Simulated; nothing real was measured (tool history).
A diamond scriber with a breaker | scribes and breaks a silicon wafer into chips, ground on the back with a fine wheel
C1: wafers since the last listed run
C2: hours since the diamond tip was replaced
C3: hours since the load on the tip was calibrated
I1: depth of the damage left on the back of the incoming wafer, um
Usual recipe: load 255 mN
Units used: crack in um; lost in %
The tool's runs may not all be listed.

{"run": 1, "hour": 0.0, "load": 255, "C1": 0, "C2": 196.6, "C3": 1651.4, "I1": 1.54, "crack": 11.23, "lost": 2.23}
{"run": 2, "hour": 30.0, "load": 255, "C1": 68, "C2": 226.6, "C3": 1681.4, "I1": 3.0, "crack": 11.43, "lost": 3.15}
{"run": 3, "hour": 61.9, "load": 255, "C1": 72, "C2": 258.5, "C3": 1713.3, "I1": 1.63, "crack": 11.21, "lost": 2.01}
{"run": 4, "hour": 86.3, "load": 255, "C1": 55, "C2": 282.9, "C3": 1737.7, "I1": 2.41, "crack": 11.48, "lost": 2.68}
{"run": 5, "hour": 108.0, "load": 255, "C1": 49, "C2": 304.6, "C3": 1759.4, "I1": 2.14, "crack": 11.2, "lost": 2.55}
{"run": 6, "hour": 121.8, "load": 279, "C1": 31, "C2": 318.4, "C3": 1773.2, "I1": 2.75, "crack": 12.06, "lost": 3.62}
{"run": 7, "hour": 137.7, "load": 255, "C1": 36, "C2": 334.3, "C3": 1789.1, "I1": 1.81, "crack": 11.36, "lost": 2.22}
{"run": 8, "hour": 155.2, "load": 255, "C1": 39, "C2": 351.8, "C3": 1806.6, "I1": 2.31, "crack": 11.26, "lost": 3.07}
{"run": 9, "hour": 173.7, "load": 255, "C1": 42, "C2": 370.3, "C3": 1825.1, "I1": 2.82, "crack": 11.34, "lost": 3.78}
{"hour": 241.3, "done": "load on the tip recalibrated"}
{"run": 10, "hour": 277.6, "load": 255, "C1": 232, "C2": 474.2, "C3": 36.3, "I1": 2.0, "crack": 11.47, "lost": 2.49}
{"run": 11, "hour": 297.3, "load": 255, "C1": 44, "C2": 493.9, "C3": 56.0, "I1": 2.83, "crack": 11.27, "lost": 3.58}
{"run": 12, "hour": 311.7, "load": 255, "C1": 32, "C2": 508.3, "C3": 70.4, "I1": 1.5, "crack": 11.46, "lost": 2.03}
{"run": 13, "hour": 338.1, "load": 255, "C1": 60, "C2": 534.7, "C3": 96.8, "I1": 1.7, "crack": 11.29, "lost": 2.36}
{"hour": 344.5, "done": "diamond tip replaced by a new one"}
{"run": 14, "hour": 352.7, "load": 330, "C1": 28, "C2": 8.2, "C3": 111.4, "I1": 2.73, "crack": 13.65, "lost": 7.38}
{"run": 15, "hour": 365.2, "load": 286, "C1": 28, "C2": 20.7, "C3": 123.9, "I1": 1.98, "crack": 12.39, "lost": 3.06}
{"run": 16, "hour": 392.4, "load": 223, "C1": 62, "C2": 47.9, "C3": 151.1, "I1": 2.04, "crack": 10.24, "lost": 3.61}
{"run": 17, "hour": 417.5, "load": 290, "C1": 57, "C2": 73.0, "C3": 176.2, "I1": 2.47, "crack": 12.47, "lost": 3.73}
{"run": 18, "hour": 446.3, "load": 255, "C1": 65, "C2": 101.8, "C3": 205.0, "I1": 2.71, "crack": 11.39, "lost": 3.02}
{"run": 19, "hour": 460.8, "load": 255, "C1": 33, "C2": 116.3, "C3": 219.5, "I1": 1.82, "crack": 11.45, "lost": 2.28}
{"run": 20, "hour": 474.2, "load": 281, "C1": 30, "C2": 129.7, "C3": 232.9, "I1": 1.56, "crack": 12.12, "lost": 2.69}
{"run": 21, "hour": 509.6, "load": 323, "C1": 80, "C2": 165.1, "C3": 268.3, "I1": 1.66, "crack": 13.39, "lost": 5.25}
{"run": 22, "hour": 541.2, "load": 276, "C1": 72, "C2": 196.7, "C3": 299.9, "I1": 1.61, "crack": 12.09, "lost": 2.4}

Hidden condition of the tool, last listed run before each entry between runs versus first listed run after:
Run 9 -> run 10: load on the tip recalibrated (hour 241.3)
  no difference in the tool's unlogged condition between these two runs
Run 13 -> run 14: diamond tip replaced by a new one (hour 344.5)
  no difference in the tool's unlogged condition between these two runs
